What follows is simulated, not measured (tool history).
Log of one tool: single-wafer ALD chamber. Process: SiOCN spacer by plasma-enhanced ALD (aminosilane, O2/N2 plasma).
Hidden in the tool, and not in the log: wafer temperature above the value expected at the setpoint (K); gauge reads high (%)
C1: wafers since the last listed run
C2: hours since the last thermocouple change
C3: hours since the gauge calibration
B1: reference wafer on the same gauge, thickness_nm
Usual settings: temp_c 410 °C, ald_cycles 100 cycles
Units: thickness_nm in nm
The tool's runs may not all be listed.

run 1 hour=0 | temp_c=410 ald_cycles=96 | C1=0 C2=2081.8 C3=42.4 | B1=5.006 | thickness_nm=5.201
run 2 hour=9.2 | temp_c=410 ald_cycles=100 | C1=23 C2=2091 C3=51.6 | B1=5.005 | thickness_nm=5.442
run 3 hour=26.4 | temp_c=410 ald_cycles=100 | C1=43 C2=2108.2 C3=68.8 | B1=5.014 | thickness_nm=5.424
run 4 hour=42.7 | temp_c=410 ald_cycles=100 | C1=41 C2=2124.5 C3=85.1 | B1=5.009 | thickness_nm=5.439
run 5 hour=56 | temp_c=410 ald_cycles=100 | C1=33 C2=2137.8 C3=98.4 | B1=5.015 | thickness_nm=5.439
run 6 hour=69.7 | temp_c=401 ald_cycles=100 | C1=34 C2=2151.5 C3=112.1 | B1=5.012 | thickness_nm=5.557
run 7 hour=77.9 | temp_c=410 ald_cycles=100 | C1=20 C2=2159.7 C3=120.3 | B1=5.009 | thickness_nm=5.449
run 8 hour=90.6 | temp_c=410 ald_cycles=100 | C1=32 C2=2172.4 C3=133 | B1=5.004 | thickness_nm=5.469
run 9 hour=100.5 | temp_c=410 ald_cycles=100 | C1=25 C2=2182.3 C3=142.9 | B1=5.007 | thickness_nm=5.425
run 10 hour=122.6 | temp_c=410 ald_cycles=115 | C1=56 C2=2204.4 C3=165 | B1=5.01 | thickness_nm=6.265
run 11 hour=134 | temp_c=410 ald_cycles=115 | C1=28 C2=2215.8 C3=176.4 | B1=5.009 | thickness_nm=6.291
run 12 hour=147.4 | temp_c=410 ald_cycles=115 | C1=34 C2=2229.2 C3=189.8 | B1=5.013 | thickness_nm=6.254
run 13 hour=189.7 | temp_c=410 ald_cycles=100 | C1=107 C2=2271.5 C3=232.1 | B1=5.012 | thickness_nm=5.434
run 14 hour=203 | temp_c=410 ald_cycles=100 | C1=33 C2=2284.8 C3=245.4 | B1=5.015 | thickness_nm=5.446
-- hour=217 thermocouple changed; heater temperature recalibrated
run 15 hour=217.5 | temp_c=410 ald_cycles=81 | C1=16 C2=0.5 C3=259.9 | B1=5.01 | thickness_nm=4.411
run 16 hour=229.4 | temp_c=410 ald_cycles=100 | C1=30 C2=12.4 C3=271.8 | B1=5.01 | thickness_nm=5.435
-- hour=243.4 gauge calibrated
run 17 hour=269.1 | temp_c=410 ald_cycles=100 | C1=100 C2=52.1 C3=25.7 | B1=5.007 | thickness_nm=5.459
run 18 hour=275.5 | temp_c=403 ald_cycles=106 | C1=16 C2=58.5 C3=32.1 | B1=5.007 | thickness_nm=5.856
run 19 hour=291.8 | temp_c=398 ald_cycles=100 | C1=41 C2=74.8 C3=48.4 | B1=5.011 | thickness_nm=5.62
run 20 hour=302.2 | temp_c=403 ald_cycles=114 | C1=26 C2=85.2 C3=58.8 | B1=5.012 | thickness_nm=6.355
run 21 hour=309.1 | temp_c=400 ald_cycles=100 | C1=17 C2=92.1 C3=65.7 | B1=5.006 | thickness_nm=5.586
run 22 hour=326.4 | temp_c=410 ald_cycles=100 | C1=43 C2=109.4 C3=83 | B1=5.013 | thickness_nm=5.441
run 23 hour=336 | temp_c=410 ald_cycles=119 | C1=24 C2=119 C3=92.6 | B1=5.012 | thickness_nm=6.481
run 24 hour=346.6 | temp_c=424 ald_cycles=100 | C1=26 C2=129.6 C3=103.2 | B1=5.006 | thickness_nm=5.205
run 25 hour=357.3 | temp_c=410 ald_cycles=100 | C1=27 C2=140.3 C3=113.9 | B1=5.008 | thickness_nm=5.419
run 26 hour=365.6 | temp_c=405 ald_cycles=118 | C1=21 C2=148.6 C3=122.2 | B1=5.01 | thickness_nm=6.463
run 27 hour=381.8 | temp_c=410 ald_cycles=100 | C1=41 C2=164.8 C3=138.4 | B1=5.006 | thickness_nm=5.442
run 28 hour=398.6 | temp_c=410 ald_cycles=87 | C1=42 C2=181.6 C3=155.2 | B1=5.007 | thickness_nm=4.718
run 29 hour=406.1 | temp_c=399 ald_cycles=110 | C1=19 C2=189.1 C3=162.7 | B1=5.011 | thickness_nm=6.177

How the hidden state differs across the entries between the runs, from the last listed run before each to the first after it:
Between runs 14 and 15: thermocouple changed; heater temperature recalibrated (hour 217)
  no hidden state differs between the two runs
Between runs 16 and 17: gauge calibrated (hour 243.4)
  no hidden state differs between the two runs
